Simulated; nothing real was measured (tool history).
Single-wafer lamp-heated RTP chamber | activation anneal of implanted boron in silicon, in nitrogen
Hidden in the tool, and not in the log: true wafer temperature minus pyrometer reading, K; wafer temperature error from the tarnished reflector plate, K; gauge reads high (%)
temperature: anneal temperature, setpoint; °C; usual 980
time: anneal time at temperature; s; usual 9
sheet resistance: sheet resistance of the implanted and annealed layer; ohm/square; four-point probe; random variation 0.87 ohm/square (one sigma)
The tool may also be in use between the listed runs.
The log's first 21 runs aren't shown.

| run | hour | temperature | time | wafers since the last listed run | wafers since the last pyrometer calibration | wafers since the reflector plate was cleaned | hours since the gauge calibration | read-back reference wafer on the same gauge, sheet resistance | sheet resistance |
|---|---|---|---|---|---|---|---|---|---|
| 22 | 664 | 972 | 7 | 374 | 1658 | 910 | 34.3 | 201.96 | 233.32 |
| 23 | 676.6 | 959 | 12 | 252 | 1911 | 1163 | 46.9 | 202.16 | 244.35 |
| 24 | 693.2 | 999 | 13 | 332 | 2244 | 1495 | 63.5 | 202.12 | 215.4 |
| 25 | 707 | 952 | 7 | 276 | 2521 | 1772 | 77.3 | 201.99 | 255.63 |
| 26 | 741.1 | 988 | 6 | 683 | 3204 | 2456 | 111.4 | 201.91 | 219.24 |
| 27 | 763.8 | 986 | 9 | 455 | 3660 | 2911 | 134.1 | 201.93 | 218.64 |
|  | 774.9 | pyrometer window cleaned and pyrometer calibrated |
| 28 | 781.1 | 980 | 9 | 186 | 123 | 3098 | 151.4 | 202.08 | 226.52 |
| 29 | 805.1 | 980 | 9 | 481 | 604 | 3579 | 175.4 | 202.04 | 225.78 |
| 30 | 818.9 | 964 | 14 | 276 | 881 | 3856 | 189.2 | 201.9 | 235.62 |
| 31 | 834.9 | 993 | 9 | 320 | 1202 | 4176 | 205.2 | 201.97 | 220.55 |
|  | 857.1 | reflector plate cleaned |
| 32 | 867.3 | 980 | 9 | 489 | 1691 | 203 | 237.6 | 201.9 | 229.69 |
| 33 | 898.6 | 995 | 7 | 627 | 2319 | 831 | 268.9 | 202.01 | 219.61 |
| 34 | 929.7 | 980 | 6 | 623 | 2942 | 1454 | 300 | 201.85 | 225 |
| 35 | 952.1 | 980 | 9 | 449 | 3392 | 1904 | 322.4 | 201.89 | 222.54 |

Forecast each of these 5 alternatives for the next run:
| A | 952.5 | 980 | 7 | 8 | 3400 | 1912 | 322.8 | ? | ? |
| B | 952.5 | 966 | 6 | 8 | 3400 | 1912 | 322.8 | ? | ? |
| C | 952.5 | 1000 | 12 | 8 | 3400 | 1912 | 322.8 | ? | ? |
| D | 952.5 | 1001 | 12 | 8 | 3400 | 1912 | 322.8 | ? | ? |
| E | 952.5 | 959 | 5 | 8 | 3400 | 1912 | 322.8 | ? | ? |

| run | read-back reference wafer on the same gauge, sheet resistance | sheet resistance |
|---|---|---|
| A | 202.14 | 221.9 |
| B | 202.14 | 232.07 |
| C | 202.14 | 214.67 |
| D | 202.14 | 214.52 |
| E | 202.14 | 240.32 |
Without the tool's hidden state the same runs would have given:
| run | sheet resistance |
|---|---|
| A | 234.14 |
| B | 254.15 |
| C | 218.7 |
| D | 218.35 |
| E | 268.87 |
